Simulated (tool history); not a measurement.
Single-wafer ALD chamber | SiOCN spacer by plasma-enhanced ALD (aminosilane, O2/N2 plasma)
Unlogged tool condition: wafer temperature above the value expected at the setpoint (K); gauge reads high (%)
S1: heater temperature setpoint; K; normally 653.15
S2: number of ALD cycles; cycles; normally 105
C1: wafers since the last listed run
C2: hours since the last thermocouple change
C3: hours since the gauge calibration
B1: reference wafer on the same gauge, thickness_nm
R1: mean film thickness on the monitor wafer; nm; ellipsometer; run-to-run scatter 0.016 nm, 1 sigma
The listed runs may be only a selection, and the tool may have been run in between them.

| run | day | S1 | S2 | C1 | C2 | C3 | B1 | R1 |
|---|---|---|---|---|---|---|---|---|
| 1 | 0.000 | 648.15 | 105 | 0 | 2067.8 | 278.5 | 5.752 | 6.464 |
| 2 | 1.242 | 648.15 | 105 | 108 | 2097.6 | 308.3 | 5.748 | 6.462 |
| 3 | 4.225 | 648.15 | 105 | 260 | 2169.2 | 379.9 | 5.744 | 6.466 |
| 4 | 7.058 | 644.15 | 105 | 247 | 2237.2 | 447.9 | 5.735 | 6.418 |
| 5 | 8.079 | 644.15 | 105 | 89 | 2261.7 | 472.4 | 5.736 | 6.428 |
| 6 | 9.117 | 644.15 | 105 | 90 | 2286.6 | 497.3 | 5.733 | 6.432 |
| 7 | 11.821 | 646.15 | 105 | 236 | 2351.5 | 562.2 | 5.728 | 6.422 |
| 8 | 12.883 | 653.15 | 105 | 92 | 2377.0 | 587.7 | 5.720 | 6.420 |
| 9 | 14.588 | 653.15 | 105 | 148 | 2417.9 | 628.6 | 5.718 | 6.413 |
| 10 | 17.246 | 653.15 | 105 | 232 | 2481.7 | 692.4 | 5.709 | 6.389 |
| 11 | 18.312 | 653.15 | 105 | 93 | 2507.3 | 718.0 | 5.704 | 6.408 |
| 12 | 20.371 | 644.15 | 105 | 179 | 2556.7 | 767.4 | 5.701 | 6.372 |
| 13 | 21.679 | 653.15 | 105 | 114 | 2588.1 | 798.8 | 5.702 | 6.378 |
| 14 | 23.208 | 657.15 | 125 | 133 | 2624.8 | 835.5 | 5.687 | 7.559 |
|  | 23.462 | gauge calibrated |
| 15 | 24.629 | 653.15 | 105 | 124 | 2658.9 | 28.0 | 5.772 | 6.479 |
|  | 26.917 | thermocouple changed; heater temperature recalibrated |
| 16 | 26.979 | 653.15 | 93 | 176 | 1.5 | 84.4 | 5.769 | 5.711 |
| 17 | 28.200 | 663.15 | 98 | 106 | 30.8 | 113.7 | 5.766 | 6.045 |
| 18 | 29.671 | 659.15 | 111 | 128 | 66.1 | 149.0 | 5.757 | 6.828 |
| 19 | 30.708 | 653.15 | 85 | 90 | 91.0 | 173.9 | 5.759 | 5.194 |
| 20 | 32.233 | 653.15 | 105 | 133 | 127.6 | 210.5 | 5.753 | 6.492 |
| 21 | 34.850 | 657.15 | 105 | 228 | 190.4 | 273.3 | 5.744 | 6.421 |
| 22 | 36.788 | 658.15 | 96 | 169 | 236.9 | 319.8 | 5.741 | 5.917 |
| 23 | 39.525 | 640.15 | 96 | 239 | 302.6 | 385.5 | 5.735 | 5.850 |

Each row is a separate what-if for the run after 23, all from the same tool condition, not one after another. Results?
| A | 39.550 | 653.15 | 105 | 2 | 303.2 | 386.1 | ? | ? |
| B | 39.550 | 661.15 | 87 | 2 | 303.2 | 386.1 | ? | ? |
| C | 39.550 | 666.15 | 93 | 2 | 303.2 | 386.1 | ? | ? |
| D | 39.550 | 662.15 | 97 | 2 | 303.2 | 386.1 | ? | ? |
| E | 39.550 | 648.15 | 97 | 2 | 303.2 | 386.1 | ? | ? |

| run | B1 | R1 |
|---|---|---|
| A | 5.730 | 6.429 |
| B | 5.730 | 5.327 |
| C | 5.730 | 5.694 |
| D | 5.730 | 5.939 |
| E | 5.730 | 5.939 |
Take away the tool's hidden state, keep each run's random variation, and the runs would have read:
| run | R1 |
|---|---|
| A | 6.481 |
| B | 5.370 |
| C | 5.740 |
| D | 5.987 |
| E | 5.987 |
